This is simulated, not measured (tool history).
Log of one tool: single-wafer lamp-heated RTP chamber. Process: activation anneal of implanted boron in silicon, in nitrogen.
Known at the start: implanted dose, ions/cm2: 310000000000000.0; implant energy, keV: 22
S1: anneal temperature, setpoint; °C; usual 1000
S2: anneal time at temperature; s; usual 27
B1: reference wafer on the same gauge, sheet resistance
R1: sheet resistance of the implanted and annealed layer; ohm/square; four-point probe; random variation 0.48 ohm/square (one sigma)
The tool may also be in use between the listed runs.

run	day	S1	S2	B1	R1
1	0.000	1000	27	328.96	316.13
2	0.742	1008	32	329.03	314.89
3	1.438	1000	17	328.90	317.96
4	2.158	986	27	329.10	320.36
5	2.892	986	27	329.08	320.35
6	3.208	986	27	329.15	319.91
7	3.746	1021	27	329.24	314.98
8	4.017	1000	27	328.99	316.04
9	4.642	1000	27	329.03	316.30
# day 5.050: pyrometer window cleaned and pyrometer calibrated
10	5.258	1000	27	328.99	318.72
11	7.458	1000	27	329.13	319.05
12	7.792	989	16	328.98	326.49
13	8.300	1000	27	328.92	318.22
# day 8.808: reflector plate cleaned
14	8.829	987	14	328.91	328.69
15	9.133	979	17	329.03	333.76
# day 9.346: gauge calibrated
16	9.617	1000	12	328.98	321.35
17	9.917	1000	33	329.05	317.68
18	11.742	1017	20	329.16	316.50
19	12.208	1000	21	329.10	318.93

Run 20 comes next. What will it give?
20	12.812	1000	27	?	?

{"run 20": {"B1": 329.05, "R1": 318.07}}
Without the tool's hidden state the same run would have given R1 319.79 ohm/square.
